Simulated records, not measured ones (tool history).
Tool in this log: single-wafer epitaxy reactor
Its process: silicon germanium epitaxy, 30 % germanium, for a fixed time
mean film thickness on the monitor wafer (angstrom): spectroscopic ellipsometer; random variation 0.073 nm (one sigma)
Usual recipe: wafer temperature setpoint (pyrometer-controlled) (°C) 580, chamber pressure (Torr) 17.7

run   hour  wafer temperature setpoint (pyrometer-controlled) (°C)  chamber pressure (Torr)  wafers since the last listed run  hours since the last pyrometer calibration  hours since the last manometer calibration  hours since the showerhead was replaced  hours since the gauge calibration  read-back reference wafer on the same gauge, thickness_nm  mean film thickness on the monitor wafer (angstrom)
  1      0                                                     580                     17.7                                 0                                      2551.8                                       893.3                                   3012.5                              130.3                                                     41.582                                               428.27
  2   12.6                                                     580                     17.7                               149                                      2564.4                                       905.9                                   3025.1                              142.9                                                     41.622                                                429.1
  3   30.6                                                     587                     17.7                               213                                      2582.4                                       923.9                                   3043.1                              160.9                                                     41.611                                               497.91
  4   37.9                                                     583                     17.7                                86                                      2589.7                                       931.2                                   3050.4                              168.2                                                     41.593                                               456.11
  5   48.7                                                     583                     17.7                               128                                      2600.5                                         942                                   3061.2                                179                                                     41.606                                                  456
  6   58.9                                                     583                     17.7                               120                                      2610.7                                       952.2                                   3071.4                              189.2                                                     41.586                                               456.74
  7   65.9                                                     580                     17.7                                83                                      2617.7                                       959.2                                   3078.4                              196.2                                                      41.61                                               428.11
  8   82.3                                                     580                     17.7                               194                                      2634.1                                       975.6                                   3094.8                              212.6                                                     41.609                                               427.78
  9   93.1                                                     580                     14.6                               128                                      2644.9                                       986.4                                   3105.6                              223.4                                                     41.601                                               407.44
 10  100.1                                                     580                     14.6                                83                                      2651.9                                       993.4                                   3112.6                              230.4                                                     41.581                                               407.09
 11  110.6                                                     592                     14.8                               124                                      2662.4                                      1003.9                                   3123.1                              240.9                                                     41.577                                               526.49
     111.2  -- gauge calibrated
 12  120.7                                                     576                     17.7                               119                                      2672.5                                        1014                                   3133.2                                9.5                                                     41.609                                               392.45
     133.7  -- showerhead replaced
 13  134.2                                                     580                     17.7                                65                                        2686                                      1027.5                                      0.5                                 23                                                     41.606                                               429.31
 14  135.6                                                     571                     19.3                                16                                      2687.4                                      1028.9                                      1.9                               24.4                                                     41.579                                                  361
     157.6  -- capacitance manometer re-zeroed and calibrated
     162.8  -- pyrometer calibrated
 15  163.3                                                     587                     13.8                               172                                         0.5                                         5.7                                     29.6                               52.1                                                     41.614                                               397.78
 16  163.6                                                     580                     19.1                                 3                                         0.8                                           6                                     29.9                               52.4                                                     41.601                                               373.59
 17  173.6                                                     595                     15.4                               118                                        10.8                                          16                                     39.9                               62.4                                                     41.612                                               487.09
 18  183.3                                                     580                     17.7                               115                                        20.5                                        25.7                                     49.6                               72.1                                                     41.583                                                366.1
 19  195.1                                                     580                     20.1                               139                                        32.3                                        37.5                                     61.4                               83.9                                                     41.585                                               382.54
 20  211.6                                                     580                     17.7                               195                                        48.8                                          54                                     77.9                              100.4                                                     41.603                                               368.73

4 options for the next run, each taken on its own from the tool as it stands now. Forecast them:
  A   212                                                     580                     17.7                                 4                                        49.2                                        54.4                                     78.3                              100.8                                                          ?                                                    ?
  B   212                                                     594                     20.2                                 4                                        49.2                                        54.4                                     78.3                              100.8                                                          ?                                                    ?
  C   212                                                     589                     17.7                                 4                                        49.2                                        54.4                                     78.3                              100.8                                                          ?                                                    ?
  D   212                                                     576                     16.1                                 4                                        49.2                                        54.4                                     78.3                              100.8                                                          ?                                                    ?

run  read-back reference wafer on the same gauge, thickness_nm  mean film thickness on the monitor wafer (angstrom)
  A                                                      41.61                                               368.03
  B                                                      41.61                                               515.88
  C                                                      41.61                                               446.91
  D                                                      41.61                                               328.41
Stripped of hidden state, with their random variation kept, the same runs would have yielded:
run  mean film thickness on the monitor wafer (angstrom)
  A                                               371.58
  B                                               520.68
  C                                               451.12
  D                                               331.62

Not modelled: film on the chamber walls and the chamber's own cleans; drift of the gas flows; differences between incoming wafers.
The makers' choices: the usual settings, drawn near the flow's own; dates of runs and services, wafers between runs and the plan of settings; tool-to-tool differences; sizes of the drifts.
